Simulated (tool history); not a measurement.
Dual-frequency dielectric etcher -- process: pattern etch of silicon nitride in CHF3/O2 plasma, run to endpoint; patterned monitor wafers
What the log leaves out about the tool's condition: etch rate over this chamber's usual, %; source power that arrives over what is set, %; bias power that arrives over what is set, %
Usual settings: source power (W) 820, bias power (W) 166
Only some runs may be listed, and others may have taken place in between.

run,day,source power (W),bias power (W),wafers since the last listed run,hours since the last wet clean,hours since the last source power generator calibration,hours since the last bias power generator calibration,hours since the last upper electrode change,"incoming incoming film thickness, nm",endpoint time (s)
1,0,740,166,0,95.1,3541.8,3343.9,4857.4,62.4,40
2,0.95,740,166,203,117.9,3564.6,3366.7,4880.2,62.2,39.4
3,1.721,820,166,164,136.4,3583.1,3385.2,4898.7,61,36.9
4,3.162,820,166,308,171,3617.7,3419.8,4933.3,61.3,37.1
5,4.021,820,166,183,191.6,3638.3,3440.4,4953.9,61.6,37.1
6,5.075,820,166,225,216.9,3663.6,3465.7,4979.2,61.5,37.6
7,5.712,820,166,136,232.2,3678.9,3481,4994.5,61.5,37.7
# day 7.017: upper electrode replaced
8,7.038,900,166,69,264,3710.7,3512.8,0.5,62.1,35.8
9,7.571,980,181,113,276.8,3723.5,3525.6,13.3,61.1,32.9
10,8.554,980,181,210,300.4,3747.1,3549.2,36.9,61.9,33.4
11,9.812,980,181,268,330.6,3777.3,3579.4,67.1,61.6,33
12,10.808,820,144,212,354.5,3801.2,3603.3,91,61.8,40.9
# day 12.404: source power generator calibrated
# day 12.729: wet clean of the chamber
13,12.75,820,144,309,0.5,8.3,3649.9,137.6,61.9,41.8
14,12.921,820,146,36,4.6,12.4,3654,141.7,62.7,43.1
15,13.488,820,166,121,18.2,26,3667.6,155.3,61.5,39.1
16,14.075,820,166,125,32.3,40.1,3681.7,169.4,61.8,39.4
17,15.908,820,166,391,76.3,84.1,3725.7,213.4,62.6,39.8
18,17.046,1000,196,243,103.6,111.4,3753,240.7,61.9,33.5
19,17.667,820,166,132,118.5,126.3,3767.9,255.6,61.9,39.9
20,18.642,710,194,208,141.9,149.7,3791.3,279,62.1,40.2
21,19.758,720,151,238,168.7,176.5,3818.1,305.8,62.3,45
22,21.15,1000,199,297,202.1,209.9,3851.5,339.2,61.6,32.9
# day 22.233: bias power generator calibrated
# day 23.267: wet clean of the chamber, repeated, since the last time left the tool worse
23,23.288,820,166,207,0.5,261.2,25.3,390.5,61.6,36.8
24,23.767,990,127,102,12,272.7,36.8,402,61.9,38.6
25,24.667,760,180,192,33.6,294.3,58.4,423.6,61.1,36.6
26,25.6,670,185,199,56,316.7,80.8,446,62.1,39.4
27,26.9,820,166,277,87.2,347.9,112,477.2,62.1,37.1
28,27.4,690,144,106,99.2,359.9,124,489.2,62.2,44.7
29,28.546,630,166,244,126.7,387.4,151.5,516.7,61.3,43.2

Expected results for the next run?
30,29.854,910,183,279,158.1,418.8,182.9,548.1,61.6,?

Run 30 yielded endpoint time (s) 33.8.
The same run, on a tool lacking any hidden state, would have yielded endpoint time (s) 33.4.
